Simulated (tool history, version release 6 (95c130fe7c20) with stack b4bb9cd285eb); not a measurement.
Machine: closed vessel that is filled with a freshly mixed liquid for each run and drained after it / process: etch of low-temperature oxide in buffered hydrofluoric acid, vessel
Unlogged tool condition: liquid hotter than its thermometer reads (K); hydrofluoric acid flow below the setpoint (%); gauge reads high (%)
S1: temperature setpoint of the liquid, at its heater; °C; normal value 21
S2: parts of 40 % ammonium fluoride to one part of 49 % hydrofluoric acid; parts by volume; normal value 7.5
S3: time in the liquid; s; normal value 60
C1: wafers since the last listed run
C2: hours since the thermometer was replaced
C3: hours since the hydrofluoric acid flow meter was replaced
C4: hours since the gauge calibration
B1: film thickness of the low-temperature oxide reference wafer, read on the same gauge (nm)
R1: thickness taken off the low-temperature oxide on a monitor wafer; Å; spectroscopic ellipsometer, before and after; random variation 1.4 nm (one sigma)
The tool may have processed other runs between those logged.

run	hour	S1	S2	S3	C1	C2	C3	C4	B1	R1
1	0	21	5.5	60	0	1515.4	500.2	169.3	110.03	3190.3
2	26.7	21	5.5	60	3474	1542.1	526.9	196	109.99	3182.2
3	60.7	21	5.5	60	4424	1576.1	560.9	230	110.03	3192.9
4	95.1	21	7.5	60	4476	1610.5	595.3	264.4	109.99	2384.6
5	126.2	21	7.5	60	4047	1641.6	626.4	295.5	110.01	2337.4
6	162.1	21	7.5	60	4671	1677.5	662.3	331.4	110.03	2340.9
7	193.9	21	7.5	60	4138	1709.3	694.1	363.2	110.03	2361.3
8	292.3	21	7.5	60	12805	1807.7	792.5	461.6	109.97	2334.6
9	307.9	21	7.5	60	2030	1823.3	808.1	477.2	109.97	2322.6
10	319.9	21	7.5	60	1561	1835.3	820.1	489.2	110	2320.7
11	411.1	21	7.5	60	11868	1926.5	911.3	580.4	109.99	2288
# hour 444.1: gauge calibrated
12	445.2	21	7.5	60	4437	1960.6	945.4	1.1	110	2328.2
# hour 477: hydrofluoric acid flow meter replaced
13	478	21	7.5	60	4138	1993.4	1	33.9	110.02	2197.1
14	493.2	25.5	7.5	60	1978	2008.6	16.2	49.1	109.99	2817.3
15	506.8	17	7.5	50	1769	2022.2	29.8	62.7	110.06	1458.3
# hour 513.9: thermometer replaced
16	536.7	23	7.5	60	3760	22.8	59.7	92.6	110	2446.3
17	552.9	21	7.5	60	2108	39	75.9	108.8	109.96	2182.9
18	586.3	25.5	9.5	95	4346	72.4	109.3	142.2	110.03	3618
19	609.4	24	5	50	3006	95.5	132.4	165.3	110.03	3158.9
20	644.5	25	7.5	95	4567	130.6	167.5	200.4	109.99	4278.2
# hour 646.5: hydrofluoric acid flow meter replaced, repeated, since the last time left the tool worse
21	662.3	21	7.5	60	2186	148.4	15.8	218.2	110	2449
22	685.9	21	5	45	3071	172	39.4	241.8	110	2655.1
23	708.3	24	6.5	80	2915	194.4	61.8	264.2	110	4449
24	733.8	21	7.5	60	3318	219.9	87.3	289.7	110.01	2422.6
25	747.3	21	7.5	60	1756	233.4	100.8	303.2	109.99	2434.6

Below are 4 alternative next runs, each starting from the tool's condition after run 25. Predict each:
A	748	21	9.5	60	91	234.1	101.5	303.9	?	?
B	748	21	8.5	40	91	234.1	101.5	303.9	?	?
C	748	25	10.5	90	91	234.1	101.5	303.9	?	?
D	748	23	5	30	91	234.1	101.5	303.9	?	?

run	B1	R1
A	109.99	1919.9
B	109.99	1402.4
C	109.99	3299.7
D	109.99	1937
Without the tool's unlogged condition, the same runs would have read:
run	R1
A	1932.6
B	1418.3
C	3333.6
D	1954.3
